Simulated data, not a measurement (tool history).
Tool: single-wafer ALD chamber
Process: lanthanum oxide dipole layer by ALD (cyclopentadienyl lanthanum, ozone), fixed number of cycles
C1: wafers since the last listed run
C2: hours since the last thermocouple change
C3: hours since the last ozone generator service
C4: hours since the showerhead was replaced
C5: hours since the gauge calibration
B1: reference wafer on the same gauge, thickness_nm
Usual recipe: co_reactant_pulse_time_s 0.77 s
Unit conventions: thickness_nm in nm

run 1 day=0 | co_reactant_pulse_time_s=0.94 | C1=0 C2=3072.8 C3=1207.9 C4=5927.4 C5=11.5 | B1=0.515 | thickness_nm=0.498
run 2 day=0.633 | co_reactant_pulse_time_s=0.94 | C1=209 C2=3088 C3=1223.1 C4=5942.6 C5=26.7 | B1=0.515 | thickness_nm=0.5
run 3 day=0.958 | co_reactant_pulse_time_s=0.94 | C1=107 C2=3095.8 C3=1230.9 C4=5950.4 C5=34.5 | B1=0.515 | thickness_nm=0.496
run 4 day=1.308 | co_reactant_pulse_time_s=0.89 | C1=115 C2=3104.2 C3=1239.3 C4=5958.8 C5=42.9 | B1=0.515 | thickness_nm=0.489
run 5 day=1.825 | co_reactant_pulse_time_s=0.89 | C1=170 C2=3116.6 C3=1251.7 C4=5971.2 C5=55.3 | B1=0.515 | thickness_nm=0.489
-- day=2.625 ozone generator serviced
run 6 day=2.646 | co_reactant_pulse_time_s=0.89 | C1=160 C2=3136.3 C3=0.5 C4=5990.9 C5=75 | B1=0.515 | thickness_nm=0.489
run 7 day=2.821 | co_reactant_pulse_time_s=0.97 | C1=57 C2=3140.5 C3=4.7 C4=5995.1 C5=79.2 | B1=0.515 | thickness_nm=0.51
-- day=3.496 thermocouple changed; heater temperature recalibrated
run 8 day=3.517 | co_reactant_pulse_time_s=0.51 | C1=119 C2=0.5 C3=21.4 C4=6011.8 C5=95.9 | B1=0.515 | thickness_nm=0.373
-- day=3.533 gauge calibrated
run 9 day=3.721 | co_reactant_pulse_time_s=0.96 | C1=67 C2=5.4 C3=26.3 C4=6016.7 C5=4.5 | B1=0.515 | thickness_nm=0.508
run 10 day=4.033 | co_reactant_pulse_time_s=1.03 | C1=103 C2=12.9 C3=33.8 C4=6024.2 C5=12 | B1=0.515 | thickness_nm=0.514
-- day=4.967 showerhead replaced
run 11 day=4.988 | co_reactant_pulse_time_s=0.9 | C1=205 C2=35.8 C3=56.7 C4=0.5 C5=34.9 | B1=0.515 | thickness_nm=0.491
run 12 day=5.392 | co_reactant_pulse_time_s=1.06 | C1=133 C2=45.5 C3=66.4 C4=10.2 C5=44.6 | B1=0.515 | thickness_nm=0.519
run 13 day=6.05 | co_reactant_pulse_time_s=0.77 | C1=217 C2=61.3 C3=82.2 C4=26 C5=60.4 | B1=0.515 | thickness_nm=0.462
run 14 day=6.367 | co_reactant_pulse_time_s=0.6 | C1=104 C2=68.9 C3=89.8 C4=33.6 C5=68 | B1=0.515 | thickness_nm=0.408
run 15 day=6.683 | co_reactant_pulse_time_s=1.07 | C1=104 C2=76.5 C3=97.4 C4=41.2 C5=75.6 | B1=0.515 | thickness_nm=0.517

Forecast each of these 5 alternatives for the next run:
run A day=6.7 | co_reactant_pulse_time_s=0.99 | C1=5 C2=76.9 C3=97.8 C4=41.6 C5=76 | B1=? | thickness_nm=?
run B day=6.7 | co_reactant_pulse_time_s=0.69 | C1=5 C2=76.9 C3=97.8 C4=41.6 C5=76 | B1=? | thickness_nm=?
run C day=6.7 | co_reactant_pulse_time_s=0.93 | C1=5 C2=76.9 C3=97.8 C4=41.6 C5=76 | B1=? | thickness_nm=?
run D day=6.7 | co_reactant_pulse_time_s=0.85 | C1=5 C2=76.9 C3=97.8 C4=41.6 C5=76 | B1=? | thickness_nm=?
run E day=6.7 | co_reactant_pulse_time_s=1.08 | C1=5 C2=76.9 C3=97.8 C4=41.6 C5=76 | B1=? | thickness_nm=?

run=A B1=0.515 thickness_nm=0.503
run=B B1=0.515 thickness_nm=0.436
run=C B1=0.515 thickness_nm=0.493
run=D B1=0.515 thickness_nm=0.477
run=E B1=0.515 thickness_nm=0.517
With no hidden state in the tool, these same runs would have given:
run=A thickness_nm=0.503
run=B thickness_nm=0.436
run=C thickness_nm=0.493
run=D thickness_nm=0.477
run=E thickness_nm=0.517

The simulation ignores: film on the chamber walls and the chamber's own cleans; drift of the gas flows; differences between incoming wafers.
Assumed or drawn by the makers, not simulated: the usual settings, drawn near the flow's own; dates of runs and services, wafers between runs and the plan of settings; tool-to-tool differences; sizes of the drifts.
